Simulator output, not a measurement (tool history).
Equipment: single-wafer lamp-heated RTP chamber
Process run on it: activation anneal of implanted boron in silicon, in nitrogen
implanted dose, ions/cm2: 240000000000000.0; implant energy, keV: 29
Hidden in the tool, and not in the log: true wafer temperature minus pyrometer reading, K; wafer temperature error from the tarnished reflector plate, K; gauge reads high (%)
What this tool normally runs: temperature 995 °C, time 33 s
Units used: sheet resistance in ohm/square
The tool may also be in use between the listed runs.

run	day	temperature	time	wafers since the last listed run	wafers since the last pyrometer calibration	wafers since the reflector plate was cleaned	hours since the gauge calibration	read-back reference wafer on the same gauge, sheet resistance	sheet resistance
1	0	995	26	0	4823	1994	225.8	438.05	363.1
2	0.283	995	26	89	4912	2083	232.6	437.92	363.86
3	0.783	995	26	157	5070	2241	244.6	438.07	364.64
4	1.5	995	33	225	5296	2467	261.8	437.89	363.39
5	2.538	995	33	326	5623	2794	286.7	437.91	362.72
6	3.121	995	33	183	5806	2978	300.7	438.04	363.49
7	3.696	995	33	181	5988	3159	314.5	437.86	363.66
8	4	995	27	95	6083	3255	321.8	437.8	363.09
9	4.683	987	48	215	6299	3470	338.2	437.98	363.71
# day 5.483: pyrometer window cleaned and pyrometer calibrated
10	5.504	1019	33	153	6	3623	357.9	438.24	360.35
11	5.521	1019	33	5	11	3629	358.3	437.99	359.56
12	5.958	984	22	137	149	3767	368.8	437.99	368.5
# day 6.55: reflector plate cleaned
13	6.571	984	22	87	237	6	383.5	438.09	373.93
14	6.958	995	27	122	359	129	392.8	438.03	365.03

Estimate the outcome of run 15 from the log above:
# day 7.238: gauge calibrated
15	7.246	975	23	90	449	219	0.2	?	?

read-back reference wafer on the same gauge, sheet resistance: 438.03
sheet resistance: 380.09 ohm/square
With no hidden state in the tool, this same run would have given sheet resistance 382.09 ohm/square.
